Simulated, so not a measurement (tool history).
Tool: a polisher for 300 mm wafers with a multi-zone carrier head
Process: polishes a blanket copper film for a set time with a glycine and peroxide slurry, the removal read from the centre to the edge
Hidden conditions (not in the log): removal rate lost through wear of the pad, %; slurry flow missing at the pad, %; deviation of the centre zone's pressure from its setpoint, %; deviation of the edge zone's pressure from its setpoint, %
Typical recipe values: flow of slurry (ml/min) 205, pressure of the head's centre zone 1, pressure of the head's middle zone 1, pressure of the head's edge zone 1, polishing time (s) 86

run	hour	flow of slurry (ml/min)	pressure of the head's centre zone	pressure of the head's middle zone	pressure of the head's edge zone	polishing time (s)	wafers since the last listed run	wafers polished on this pad	hours since the slurry nozzle was cleaned	hours since the centre zone pressure was calibrated	hours since the edge zone pressure was calibrated	hours since the carrier head's membrane was replaced	incoming thickness of the incoming film, nm	film removed at the wafer's centre (nm)	film removed at mid-radius (nm)	film removed at the wafer's edge (nm)
1	0	205	1	1	1	86	0	1591	321.1	484.4	486.4	952.9	1450.6	288.5	316.5	312.2
# hour 14.9: centre zone pressure recalibrated
2	54.4	205	1	1	1	86	361	1952	375.5	39.5	540.8	1007.3	1439.9	309.7	313.7	313
3	102.9	205	1	1	1	86	334	2286	424	88	589.3	1055.8	1406.9	306.8	310.4	314.3
# hour 118: worn pad replaced by a new one
# hour 223.2: slurry nozzle cleaned
# hour 261.5: edge zone pressure recalibrated
4	278.2	205	1	1	1	86	1159	1082	55	263.3	16.7	1231.1	1416.6	303.1	315.1	314.9
5	321.3	205	1	1	1	86	296	1379	98.1	306.4	59.8	1274.2	1441.2	302.3	302	316.5
6	371.6	205	1	1	1	86	346	1726	148.4	356.7	110.1	1324.5	1434.2	292	307.9	307
# hour 393.1: carrier head's membrane replaced by a new one
7	397.1	205	1	1	1	86	141	1867	173.9	382.2	135.6	4	1454.9	293.1	307.4	311
8	449.8	240	0.96	1	0.92	104	363	2230	226.6	434.9	188.3	56.7	1425.4	337.7	377.6	363.7
9	495.3	205	0.9	0.9	1	86	313	2544	272.1	480.4	233.8	102.2	1424.5	254.4	281.8	308
# hour 508.4: worn pad replaced by a new one
# hour 643.3: centre zone pressure recalibrated
10	705.3	205	1	1	1	86	1405	1342	482.1	62	443.8	312.2	1428.5	308	307.8	312.8
11	750.5	145	0.96	1.11	1	68	311	1653	527.3	107.2	489	357.4	1440.7	215	258.3	232.3
# hour 755.9: slurry nozzle cleaned
12	787	205	1	1	1	86	244	1898	31.1	143.7	525.5	393.9	1426.8	304.2	313.8	310.7
13	816.4	205	1	1	1	86	202	2101	60.5	173.1	554.9	423.3	1444.4	298.2	314.7	308.6
# hour 896.3: worn pad replaced by a new one
# hour 902.3: edge zone pressure recalibrated
14	1017.9	205	0.94	1	1.11	98	1346	823	262	374.6	115.6	624.8	1419.7	321	358.9	374.5
15	1042.3	205	0.92	1	1	86	168	991	286.4	399	140	649.2	1416	272.6	312.9	314.9
16	1075	180	1	1	1	86	225	1217	319.1	431.7	172.7	681.9	1443	284.6	313.4	312.6
17	1127	205	0.94	1	1	86	358	1575	371.1	483.7	224.7	733.9	1442.8	259.2	315	311.4
18	1158.9	205	1	1	1	86	219	1795	403	515.6	256.6	765.8	1444.4	278.1	313.2	312.3
# hour 1210.2: worn pad replaced by a new one
# hour 1212.3: centre zone pressure recalibrated
19	1221.1	270	1.08	1.08	1.09	86	387	61	465.2	8.8	318.8	828	1436.1	361	365.4	347.3
20	1263.9	275	1	1.08	1.09	106	294	356	508	51.6	361.6	870.8	1438.9	416.5	433.7	423.7
21	1314.6	205	1	1.03	1	86	349	705	558.7	102.3	412.3	921.5	1425.1	313.7	322.6	317.4

A few steps of film removed at the wafer's centre (nm) between consecutive runs. Split each: what settings, incoming material and random variation would produce without the hidden state, and what is left over for the hidden state, along with gauge scatter present in only one of the two compared results (measured, and without hidden state):
Run 1 -> 2: centre zone pressure recalibrated. film removed at the wafer's centre (nm) +21.2: hidden state +19.5, all else +1.7.
Run 10 -> 11: flow of slurry (ml/min) 205 -> 145, pressure of the head's centre zone 1 -> 0.96, pressure of the head's middle zone 1 -> 1.11, polishing time (s) 86 -> 68. film removed at the wafer's centre (nm) -93: hidden state +4.7, all else -97.7.
Run 18 -> 19: flow of slurry (ml/min) 205 -> 270, pressure of the head's centre zone 1 -> 1.08, pressure of the head's middle zone 1 -> 1.08, pressure of the head's edge zone 1 -> 1.09, worn pad replaced by a new one, centre zone pressure recalibrated. film removed at the wafer's centre (nm) +82.9: hidden state +43.6, all else +39.3.
Run 20 -> 21: flow of slurry (ml/min) 275 -> 205, pressure of the head's middle zone 1.08 -> 1.03, pressure of the head's edge zone 1.09 -> 1, polishing time (s) 106 -> 86. film removed at the wafer's centre (nm) -102.8: hidden state -2.8, all else -100.
